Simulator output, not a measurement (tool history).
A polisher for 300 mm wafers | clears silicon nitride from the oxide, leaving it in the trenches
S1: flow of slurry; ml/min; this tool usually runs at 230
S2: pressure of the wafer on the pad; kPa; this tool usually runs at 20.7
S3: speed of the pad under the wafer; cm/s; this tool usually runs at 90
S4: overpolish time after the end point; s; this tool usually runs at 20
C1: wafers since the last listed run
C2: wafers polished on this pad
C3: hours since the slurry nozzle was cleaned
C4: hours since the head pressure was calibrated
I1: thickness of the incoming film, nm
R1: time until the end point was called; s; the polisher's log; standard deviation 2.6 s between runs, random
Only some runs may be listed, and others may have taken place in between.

run	hour	S1	S2	S3	S4	C1	C2	C3	C4	I1	R1
1	0.0	185	24.1	90	20	0	142	104.4	847.9	141.3	167.8
2	13.6	185	24.1	90	20	122	264	118.0	861.5	139.1	161.6
3	19.8	185	24.1	90	20	55	320	124.2	867.7	139.7	168.6
4	32.1	230	20.7	90	20	110	430	136.5	880.0	139.6	195.2
5	39.0	230	20.7	90	20	61	492	143.4	886.9	140.4	196.2
6	45.3	260	20.7	90	16	56	549	149.7	893.2	139.6	191.0
7	61.0	260	20.7	90	16	141	690	165.4	908.9	142.1	200.8
# hour 67.1: worn pad replaced by a new one
8	75.7	230	20.7	90	20	96	76	180.1	923.6	140.2	186.8
9	128.0	230	20.7	90	20	469	546	232.4	975.9	140.3	200.7
10	134.7	230	20.7	90	20	60	606	239.1	982.6	137.2	201.5
11	140.8	180	20.7	90	20	54	661	245.2	988.7	140.6	213.6
12	151.8	230	20.7	90	20	98	760	256.2	999.7	139.6	203.4
# hour 158.7: head pressure recalibrated
13	159.5	230	20.7	90	20	51	811	263.9	0.8	137.8	212.4
14	171.2	230	20.7	72	20	105	916	275.6	12.5	141.7	283.4
# hour 177.9: worn pad replaced by a new one
15	188.3	230	19.3	90	20	117	93	292.7	29.6	138.4	198.3
16	202.4	230	20.7	90	20	126	219	306.8	43.7	142.0	191.8
17	212.9	230	20.7	90	20	94	314	317.3	54.2	138.4	186.5
18	223.5	260	20.7	90	16	95	409	327.9	64.8	141.1	189.7
19	241.3	300	20.7	90	14	159	569	345.7	82.6	139.0	190.2
20	249.2	170	16.5	118	29	70	640	353.6	90.5	137.7	197.4
21	266.9	230	20.7	90	20	158	799	371.3	108.2	138.7	206.4
# hour 277.9: slurry nozzle cleaned
# hour 279.8: worn pad replaced by a new one
22	280.3	195	20.7	90	14	94	4	2.4	121.6	139.0	191.2
23	290.8	230	24.8	90	20	94	99	12.9	132.1	137.3	153.5
24	301.2	210	20.7	90	12	93	192	23.3	142.5	138.2	193.2
25	313.1	230	23.4	62	20	106	299	35.2	154.4	137.9	246.0
26	322.4	185	18.6	74	20	83	382	44.5	163.7	138.3	270.6
27	339.7	230	20.7	90	20	155	538	61.8	181.0	140.0	200.7
28	353.2	310	20.7	90	20	121	659	75.3	194.5	141.8	201.7
29	365.0	280	18.6	62	27	105	765	87.1	206.3	138.5	323.9
# hour 379.8: worn pad replaced by a new one
30	380.3	175	27.6	62	20	101	4	102.4	221.6	140.0	216.9

Exercise: give the hidden state of the tool at every run:
slurry flow missing at the pad, %: 0 at every run
deviation of the head's pressure from its setpoint, %: 0 at every run
H1: removal rate lost through wear of the pad, %
run	H1
1	1.18
2	1.96
3	2.48
4	3.78
5	4.69
6	5.62
7	8.37
8	1.38
9	6
10	7.09
11	8.19
12	10.4
13	12.1
14	15.1
15	0.26
16	0.885
17	1.68
18	2.77
19	5.23
20	6.59
21	10.2
22	1.17
23	1.33
24	1.76
25	2.59
26	3.48
27	5.74
28	8.03
29	10.4
30	2.17
